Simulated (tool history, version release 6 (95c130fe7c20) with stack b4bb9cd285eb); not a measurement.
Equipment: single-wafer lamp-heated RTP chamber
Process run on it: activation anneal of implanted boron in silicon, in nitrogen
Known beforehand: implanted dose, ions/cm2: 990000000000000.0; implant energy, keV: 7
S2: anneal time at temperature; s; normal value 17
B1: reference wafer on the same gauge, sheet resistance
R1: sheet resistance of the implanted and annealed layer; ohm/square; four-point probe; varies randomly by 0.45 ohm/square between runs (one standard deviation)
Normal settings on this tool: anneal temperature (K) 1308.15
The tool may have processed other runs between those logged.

Run 1, hour 0: usual settings but anneal temperature (K) 1291.15; B1 137.87. Result: R1 142.15 ohm/square.
Run 2, hour 53: usual settings; B1 138.01. Result: R1 135.74 ohm/square.
At hour 70.4: gauge calibrated.
Run 3, hour 79.3: usual settings; B1 137.98. Result: R1 135.88 ohm/square.
At hour 108: pyrometer window cleaned and pyrometer calibrated.
Run 4, hour 118.6: usual settings; B1 137.92. Result: R1 139.52 ohm/square.
Run 5, hour 175.2: usual settings; B1 138. Result: R1 137.71 ohm/square.
Run 6, hour 210.6: usual settings; B1 137.92. Result: R1 137.72 ohm/square.
Run 7, hour 281.9: usual settings; B1 137.91. Result: R1 136.47 ohm/square.
Run 8, hour 320.5: usual settings; B1 138.01. Result: R1 136.09 ohm/square.
Run 9, hour 392.3: usual settings but anneal temperature (K) 1294.15; B1 137.97. Result: R1 140.63 ohm/square.
At hour 411.9: pyrometer window cleaned and pyrometer calibrated.
Run 10, hour 451.6: usual settings but anneal temperature (K) 1294.15; B1 138.11. Result: R1 142.75 ohm/square.
Run 11, hour 488.3: usual settings; B1 138.02. Result: R1 137.17 ohm/square.
Run 12, hour 537.7: usual settings; B1 138.01. Result: R1 136.03 ohm/square.
Run 13, hour 572: usual settings; B1 138.09. Result: R1 136.68 ohm/square.
Run 14, hour 636.2: usual settings but anneal temperature (K) 1329.15, S2 26 s; B1 137.96. Result: R1 126.43 ohm/square.
Run 15, hour 669.1: usual settings; B1 138.01. Result: R1 135.32 ohm/square.
Run 16, hour 698.5: usual settings but anneal temperature (K) 1333.15, S2 9 s; B1 138.13. Result: R1 133.18 ohm/square.
At hour 762.6: pyrometer window cleaned and pyrometer calibrated.
Run 17, hour 763.1: usual settings but anneal temperature (K) 1337.15, S2 25 s; B1 137.91. Result: R1 128.87 ohm/square.
Run 18, hour 798: usual settings but S2 25 s; B1 138.08. Result: R1 135.95 ohm/square.
At hour 833.6: reflector plate cleaned.
Run 19, hour 847.4: usual settings but anneal temperature (K) 1285.15; B1 138.05. Result: R1 146.44 ohm/square.
At hour 945.9: gauge calibrated.
Run 20, hour 964.9: usual settings; B1 138.05. Result: R1 136.2 ohm/square.
Run 21, hour 994.6: usual settings but anneal temperature (K) 1319.15, S2 23 s; B1 138.02. Result: R1 130.54 ohm/square.
Run 22, hour 1053.7: usual settings but anneal temperature (K) 1284.15, S2 24 s; B1 137.97. Result: R1 142.29 ohm/square.
At hour 1114.5: pyrometer window cleaned and pyrometer calibrated.
Run 23, hour 1223.4: usual settings but anneal temperature (K) 1287.15, S2 26 s; B1 138.06. Result: R1 141.39 ohm/square.
Run 24, hour 1261.5: usual settings but anneal temperature (K) 1333.15, S2 23 s; B1 138.01. Result: R1 127.4 ohm/square.
Run 25, hour 1312.5: usual settings but S2 8 s; B1 138.08. Result: R1 143.69 ohm/square.
Run 26, hour 1336.7: usual settings but anneal temperature (K) 1325.15; B1 137.95. Result: R1 130.5 ohm/square.

Per-run results on a tool with no hidden state, each run keeping its own random variation:
The tool's hidden condition here consists of: true wafer temperature minus pyrometer reading, K; wafer temperature error from the tarnished reflector plate, K; gauge reads high (%).
run      R1
  1  146.71
  2  140.25
  3  140.49
  4  140.17
  5  140.03
  6  140.71
  7  140.26
  8  140.13
  9  145.27
 10   145.1
 11  140.29
 12  139.92
 13  140.96
 14  129.08
 15  140.13
 16   137.4
 17  128.89
 18  137.36
 19  149.07
 20     140
 21  133.91
 22  146.73
 23  144.74
 24  129.43
 25  147.49
 26   133.8
